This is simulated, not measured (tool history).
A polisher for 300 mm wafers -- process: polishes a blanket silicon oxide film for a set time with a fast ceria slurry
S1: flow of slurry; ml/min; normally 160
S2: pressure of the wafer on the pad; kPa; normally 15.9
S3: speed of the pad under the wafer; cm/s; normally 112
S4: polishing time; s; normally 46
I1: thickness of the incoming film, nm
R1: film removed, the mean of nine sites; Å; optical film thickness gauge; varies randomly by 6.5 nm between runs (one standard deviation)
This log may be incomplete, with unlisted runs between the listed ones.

Run 1, hour 0.0: usual settings but S1 175 ml/min; I1 2761.3. Result: R1 6915 Å.
At hour 53.5: head pressure recalibrated.
Run 2, hour 77.4: usual settings but S1 175 ml/min; I1 2679.9. Result: R1 6429 Å.
Run 3, hour 174.5: usual settings but S2 14.5 kPa, S4 58 s; I1 2702.6. Result: R1 7591 Å.
Run 4, hour 217.3: usual settings; I1 2717.8. Result: R1 6656 Å.
At hour 291.9: slurry nozzle cleaned.
Run 5, hour 316.8: usual settings; I1 2719.4. Result: R1 6913 Å.
At hour 409.1: worn pad replaced by a new one.
Run 6, hour 637.0: usual settings; I1 2687.3. Result: R1 6929 Å.
At hour 643.0: head pressure recalibrated.
Run 7, hour 731.8: usual settings but S1 125 ml/min, S4 43 s; I1 2751.9. Result: R1 5967 Å.
Run 8, hour 781.1: usual settings but S1 125 ml/min, S4 43 s; I1 2727.0. Result: R1 6147 Å.
Run 9, hour 931.8: usual settings; I1 2758.2. Result: R1 7029 Å.
Run 10, hour 972.7: usual settings; I1 2756.1. Result: R1 7033 Å.
Run 11, hour 1024.7: usual settings; I1 2742.5. Result: R1 7008 Å.
At hour 1034.5: worn pad replaced by a new one.
At hour 1042.7: slurry nozzle cleaned.
Run 12, hour 1132.1: usual settings; I1 2683.9. Result: R1 7075 Å.
Run 13, hour 1175.7: usual settings; I1 2735.5. Result: R1 7115 Å.
Run 14, hour 1227.9: usual settings; I1 2726.8. Result: R1 7073 Å.
At hour 1302.2: head pressure recalibrated.
Run 15, hour 1302.7: usual settings; I1 2699.4. Result: R1 6469 Å.
At hour 1550.3: worn pad replaced by a new one.
Run 16, hour 1592.8: usual settings but S4 59 s; I1 2723.0. Result: R1 8852 Å.
Run 17, hour 1824.9: usual settings but S1 125 ml/min, S2 17.2 kPa, S3 94 cm/s, S4 57 s; I1 2742.7. Result: R1 7581 Å.

Run 18, settings as shown, results not yet in. Your forecast:
Run 18, hour 1884.5: usual settings but S2 13.1 kPa, S3 150 cm/s; I1 2780.0. Result: R1 ?.

Run 18 gave R1 7746 Å.
The same run, on a tool lacking any hidden state, would have yielded R1 6956 Å.
